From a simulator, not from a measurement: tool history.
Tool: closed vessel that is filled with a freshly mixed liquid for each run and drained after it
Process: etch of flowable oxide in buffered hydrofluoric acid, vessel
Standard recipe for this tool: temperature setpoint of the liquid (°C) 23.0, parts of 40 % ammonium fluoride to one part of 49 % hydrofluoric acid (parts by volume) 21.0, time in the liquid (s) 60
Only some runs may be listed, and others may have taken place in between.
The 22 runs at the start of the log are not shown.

run,hour,temperature setpoint of the liquid (°C),parts of 40 % ammonium fluoride to one part of 49 % hydrofluoric acid (parts by volume),time in the liquid (s),wafers since the last listed run,hours since the thermometer was replaced,hours since the hydrofluoric acid flow meter was replaced,hours since the gauge calibration,"read-back film thickness of the flowable oxide reference wafer, read on the same gauge (nm)",thickness taken off the flowable oxide on a monitor wafer (angstrom)
23,588.7,23.0,21.0,60,1343,272.5,234.4,362.0,49.96,706.2
24,624.2,23.0,21.0,40,2483,308.0,269.9,397.5,49.99,467.9
25,657.9,26.5,24.0,80,2357,341.7,303.6,431.2,50.00,1042.0
26,682.0,23.0,21.0,60,1686,365.8,327.7,455.3,49.99,701.5
27,714.6,23.0,27.0,30,2280,398.4,360.3,487.9,49.95,293.0
28,736.5,21.5,13.5,90,1532,420.3,382.2,509.8,50.00,1457.2
29,769.4,23.0,28.5,45,2301,453.2,415.1,542.7,49.95,423.5
30,795.4,23.0,28.5,30,1819,479.2,441.1,568.7,50.01,283.2
31,821.1,23.0,26.0,80,1798,504.9,466.8,594.4,49.97,799.3
32,844.4,23.0,27.5,40,1630,528.2,490.1,617.7,50.00,379.8
# hour 855.4: thermometer replaced
33,872.6,23.0,17.0,60,1902,17.2,518.3,645.9,49.99,897.5
34,943.2,21.0,21.0,60,4939,87.8,588.9,716.5,50.01,650.3

Branching from run 34: 3 alternative next runs. What would each branch give?
A,943.9,23.0,21.0,60,48,88.5,589.6,717.2,?,?
B,943.9,21.0,18.5,35,48,88.5,589.6,717.2,?,?
C,943.9,19.0,21.0,40,48,88.5,589.6,717.2,?,?

run,"read-back film thickness of the flowable oxide reference wafer, read on the same gauge (nm)",thickness taken off the flowable oxide on a monitor wafer (angstrom)
A,50.00,727.7
B,50.00,424.3
C,50.00,387.9
With the hidden condition removed and each run's random variation left untouched, the same runs would have given:
run,thickness taken off the flowable oxide on a monitor wafer (angstrom)
A,740.6
B,431.9
C,395.0
